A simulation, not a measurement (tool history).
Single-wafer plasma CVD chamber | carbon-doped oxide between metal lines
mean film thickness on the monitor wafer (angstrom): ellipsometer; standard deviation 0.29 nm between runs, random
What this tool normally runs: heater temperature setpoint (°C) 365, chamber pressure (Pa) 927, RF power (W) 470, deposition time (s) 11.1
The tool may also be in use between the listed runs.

run	day	heater temperature setpoint (°C)	chamber pressure (Pa)	RF power (W)	deposition time (s)	wafers since the last listed run	hours since the last thermocouple change	hours since the last RF generator calibration	hours since the last manometer calibration	hours since the showerhead was replaced	hours since the gauge calibration	read-back reference wafer on the same gauge, thickness_nm	mean film thickness on the monitor wafer (angstrom)
1	0.000	365	927	470	9.6	0	1315.8	1446.5	1665.0	1109.0	524.9	49.587	472.51
2	1.788	365	927	470	9.6	1332	1358.7	1489.4	1707.9	1151.9	567.8	49.674	468.27
# day 2.362: thermocouple changed; heater temperature recalibrated
3	4.362	365	1033	470	11.1	1670	48.0	1551.2	1769.7	1213.7	629.6	49.565	546.26
4	8.521	365	1033	470	11.1	3098	147.8	1651.0	1869.5	1313.5	729.4	49.614	544.27
5	11.025	365	1033	470	11.1	1866	207.9	1711.1	1929.6	1373.6	789.5	49.601	547.27
6	14.500	355	927	470	9.4	2589	291.3	1794.5	2013.0	1457.0	872.9	49.531	475.34
7	17.479	365	927	470	11.7	2220	362.8	1866.0	2084.5	1528.5	944.4	49.567	566.32
8	21.775	365	927	470	11.1	3201	465.9	1969.1	2187.6	1631.6	1047.5	49.592	539.65
9	25.871	365	927	470	11.1	3052	564.2	2067.4	2285.9	1729.9	1145.8	49.519	545.93
# day 27.483: capacitance manometer re-zeroed and calibrated
10	29.379	365	927	470	11.1	2366	648.4	2151.6	45.5	1814.1	1230.0	49.597	541.13
11	32.625	365	1089	470	11.1	2418	726.3	2229.5	123.4	1892.0	1307.9	49.629	544.02
12	34.362	365	1089	470	11.1	1294	768.0	2271.2	165.1	1933.7	1349.6	49.610	550.73
13	36.425	365	745	470	11.1	1537	817.5	2320.7	214.6	1983.2	1399.1	49.624	534.94
14	40.862	380	835	470	10.2	3306	924.0	2427.2	321.1	2089.7	1505.6	49.629	481.42
# day 42.858: RF generator calibrated
15	44.846	365	927	470	11.1	2720	1019.6	47.7	416.7	2185.3	1601.2	49.586	542.76
16	48.408	365	927	470	11.1	2654	1105.1	133.2	502.2	2270.8	1686.7	49.583	541.17
# day 51.288: thermocouple changed; heater temperature recalibrated
17	51.308	365	1156	505	11.1	1912	0.5	202.8	571.8	2340.4	1756.3	49.588	586.60
18	52.767	365	1045	470	13.3	1086	35.5	237.8	606.8	2375.4	1791.3	49.515	651.66
19	54.504	365	780	500	11.1	1294	77.2	279.5	648.5	2417.1	1833.0	49.618	570.39
20	58.462	365	697	470	11.1	2949	172.2	374.5	743.5	2512.1	1928.0	49.638	528.03
# day 58.750: gauge calibrated
# day 59.879: showerhead replaced
21	69.812	365	927	380	11.1	8209	444.6	646.9	1015.9	238.4	265.5	49.662	416.88
22	72.288	351	995	545	11.1	1844	504.0	706.3	1075.3	297.8	324.9	49.656	643.65
23	73.892	365	927	470	11.7	1195	542.5	744.8	1113.8	336.3	363.4	49.551	574.23
24	75.962	373	927	445	12.2	1543	592.2	794.5	1163.5	386.0	413.1	49.699	546.55

List, for all runs, the conditions of the tool that the log does not record:
wafer temperature above the value expected at the setpoint (K): 0 in every run
delivered RF power above the setpoint (%): 0 in every run
true pressure above the setpoint (%): 0 in every run
gauge reads high (%): 0 in every run

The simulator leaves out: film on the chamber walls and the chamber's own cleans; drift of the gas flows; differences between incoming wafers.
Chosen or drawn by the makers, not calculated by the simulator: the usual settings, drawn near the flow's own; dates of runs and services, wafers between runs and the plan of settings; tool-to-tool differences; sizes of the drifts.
